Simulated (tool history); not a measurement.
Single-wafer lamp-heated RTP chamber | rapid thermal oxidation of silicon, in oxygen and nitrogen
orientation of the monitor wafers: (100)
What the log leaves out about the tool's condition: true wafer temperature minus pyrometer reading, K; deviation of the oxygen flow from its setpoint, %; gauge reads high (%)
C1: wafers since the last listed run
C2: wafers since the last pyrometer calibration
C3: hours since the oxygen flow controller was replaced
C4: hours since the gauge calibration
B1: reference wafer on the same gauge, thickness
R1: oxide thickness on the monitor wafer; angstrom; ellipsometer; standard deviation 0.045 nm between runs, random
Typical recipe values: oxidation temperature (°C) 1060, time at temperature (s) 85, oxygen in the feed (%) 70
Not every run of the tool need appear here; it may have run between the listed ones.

Run 1, day 0.000: usual settings; C1 0; C2 5456; C3 5505.3; C4 1057.5; B1 8.697. Result: R1 89.93 angstrom.
Run 2, day 1.388: usual settings; C1 183; C2 5639; C3 5538.6; C4 1090.8; B1 8.696. Result: R1 89.85 angstrom.
Run 3, day 1.996: usual settings; C1 80; C2 5719; C3 5553.2; C4 1105.4; B1 8.693. Result: R1 90.17 angstrom.
Run 4, day 2.646: usual settings; C1 85; C2 5805; C3 5568.8; C4 1121.0; B1 8.689. Result: R1 91.36 angstrom.
Run 5, day 4.083: usual settings; C1 189; C2 5995; C3 5603.3; C4 1155.5; B1 8.706. Result: R1 91.20 angstrom.
Run 6, day 5.583: usual settings; C1 198; C2 6193; C3 5639.3; C4 1191.5; B1 8.696. Result: R1 90.32 angstrom.
At day 6.104: pyrometer window cleaned and pyrometer calibrated.
Run 7, day 6.225: usual settings; C1 40; C2 15; C3 5654.7; C4 1206.9; B1 8.713. Result: R1 86.94 angstrom.
Run 8, day 7.375: usual settings; C1 151; C2 167; C3 5682.3; C4 1234.5; B1 8.689. Result: R1 87.65 angstrom.
Run 9, day 8.675: usual settings but oxygen in the feed (%) 52; C1 171; C2 339; C3 5713.5; C4 1265.7; B1 8.676. Result: R1 78.12 angstrom.
At day 9.192: gauge calibrated.
Run 10, day 9.200: usual settings but oxygen in the feed (%) 52; C1 69; C2 408; C3 5726.1; C4 0.2; B1 8.702. Result: R1 78.67 angstrom.
Run 11, day 10.879: usual settings but oxygen in the feed (%) 52; C1 221; C2 630; C3 5766.4; C4 40.5; B1 8.700. Result: R1 77.68 angstrom.
Run 12, day 11.529: usual settings; C1 85; C2 716; C3 5782.0; C4 56.1; B1 8.701. Result: R1 87.79 angstrom.
Run 13, day 12.612: usual settings; C1 143; C2 859; C3 5808.0; C4 82.1; B1 8.676. Result: R1 86.43 angstrom.
Run 14, day 13.212: usual settings but oxidation temperature (°C) 1048, oxygen in the feed (%) 57; C1 79; C2 938; C3 5822.4; C4 96.5; B1 8.677. Result: R1 75.26 angstrom.
Run 15, day 14.283: usual settings but time at temperature (s) 127; C1 141; C2 1079; C3 5848.1; C4 122.2; B1 8.682. Result: R1 105.44 angstrom.
Run 16, day 15.283: usual settings but oxidation temperature (°C) 1082, oxygen in the feed (%) 56; C1 132; C2 1211; C3 5872.1; C4 146.2; B1 8.694. Result: R1 93.80 angstrom.
Run 17, day 16.321: usual settings but oxidation temperature (°C) 1085, time at temperature (s) 70, oxygen in the feed (%) 49; C1 136; C2 1348; C3 5897.0; C4 171.1; B1 8.690. Result: R1 83.66 angstrom.
Run 18, day 17.483: usual settings; C1 153; C2 1502; C3 5924.9; C4 199.0; B1 8.688. Result: R1 87.40 angstrom.
Run 19, day 18.346: usual settings; C1 113; C2 1616; C3 5945.6; C4 219.7; B1 8.694. Result: R1 87.85 angstrom.
Run 20, day 19.242: usual settings but oxidation temperature (°C) 1073, oxygen in the feed (%) 43; C1 118; C2 1734; C3 5967.1; C4 241.2; B1 8.689. Result: R1 79.71 angstrom.
Run 21, day 20.646: usual settings but oxidation temperature (°C) 1071, time at temperature (s) 99; C1 185; C2 1919; C3 6000.8; C4 274.9; B1 8.709. Result: R1 101.79 angstrom.
Run 22, day 21.421: usual settings but oxidation temperature (°C) 1085, time at temperature (s) 49, oxygen in the feed (%) 89; C1 102; C2 2022; C3 6019.4; C4 293.5; B1 8.690. Result: R1 88.29 angstrom.
Run 23, day 22.592: usual settings; C1 154; C2 2176; C3 6047.5; C4 321.6; B1 8.672. Result: R1 88.04 angstrom.
Run 24, day 23.717: usual settings; C1 148; C2 2325; C3 6074.5; C4 348.6; B1 8.693. Result: R1 87.61 angstrom.
Run 25, day 24.538: usual settings but oxidation temperature (°C) 1041, time at temperature (s) 100, oxygen in the feed (%) 60; C1 108; C2 2433; C3 6094.2; C4 368.3; B1 8.687. Result: R1 78.52 angstrom.
Run 26, day 25.158: usual settings but oxygen in the feed (%) 44; C1 81; C2 2515; C3 6109.1; C4 383.2; B1 8.690. Result: R1 74.63 angstrom.
At day 25.625: oxygen flow controller replaced.
Run 27, day 29.083: usual settings but time at temperature (s) 74, oxygen in the feed (%) 52; C1 474; C2 2989; C3 83.0; C4 477.4; B1 8.700. Result: R1 75.15 angstrom.
Run 28, day 29.625: usual settings but oxidation temperature (°C) 1089, time at temperature (s) 57, oxygen in the feed (%) 84; C1 71; C2 3061; C3 96.0; C4 490.4; B1 8.712. Result: R1 94.77 angstrom.
Run 29, day 30.758: usual settings but oxygen in the feed (%) 86; C1 149; C2 3210; C3 123.2; C4 517.6; B1 8.690. Result: R1 94.60 angstrom.
Run 30, day 31.512: usual settings but oxidation temperature (°C) 1083, time at temperature (s) 62, oxygen in the feed (%) 78; C1 99; C2 3310; C3 141.3; C4 535.7; B1 8.686. Result: R1 92.81 angstrom.
Run 31, day 32.117: usual settings but oxidation temperature (°C) 1078, oxygen in the feed (%) 47; C1 79; C2 3390; C3 155.8; C4 550.2; B1 8.701. Result: R1 86.37 angstrom.
Run 32, day 33.492: usual settings but oxidation temperature (°C) 1085, oxygen in the feed (%) 97; C1 181; C2 3571; C3 188.8; C4 583.2; B1 8.694. Result: R1 117.35 angstrom.
Run 33, day 34.683: usual settings; C1 157; C2 3728; C3 217.4; C4 611.8; B1 8.687. Result: R1 88.89 angstrom.
Run 34, day 35.892: usual settings; C1 159; C2 3888; C3 246.4; C4 640.8; B1 8.701. Result: R1 88.93 angstrom.
Run 35, day 37.346: usual settings; C1 191; C2 4080; C3 281.3; C4 675.7; B1 8.699. Result: R1 88.05 angstrom.
Run 36, day 38.129: usual settings but oxidation temperature (°C) 1035, time at temperature (s) 124, oxygen in the feed (%) 47; C1 103; C2 4183; C3 300.1; C4 694.5; B1 8.683. Result: R1 76.72 angstrom.
Run 37, day 39.188: usual settings but oxidation temperature (°C) 1072, oxygen in the feed (%) 52; C1 139; C2 4323; C3 325.5; C4 719.9; B1 8.688. Result: R1 87.22 angstrom.
Run 38, day 40.588: usual settings but oxidation temperature (°C) 1075, time at temperature (s) 47; C1 184; C2 4508; C3 359.1; C4 753.5; B1 8.685. Result: R1 75.31 angstrom.
Run 39, day 41.754: usual settings but time at temperature (s) 70, oxygen in the feed (%) 53; C1 154; C2 4662; C3 387.1; C4 781.5; B1 8.698. Result: R1 74.96 angstrom.

Branching from run 39: 3 alternative next runs. What would each branch give?
Run A, day 41.775: usual settings; C1 2; C2 4665; C3 387.6; C4 782.0; B1 ?. Result: R1 ?.
Run B, day 41.775: usual settings but time at temperature (s) 55, oxygen in the feed (%) 90; C1 2; C2 4665; C3 387.6; C4 782.0; B1 ?. Result: R1 ?.
Run C, day 41.775: usual settings but oxidation temperature (°C) 1072, time at temperature (s) 56, oxygen in the feed (%) 56; C1 2; C2 4665; C3 387.6; C4 782.0; B1 ?. Result: R1 ?.

run     B1     R1
  A  8.693  89.61
  B  8.693  80.64
  C  8.693  74.32
Without the tool's unlogged condition, the same runs would have read:
run     R1
  A  86.66
  B  77.99
  C  71.94
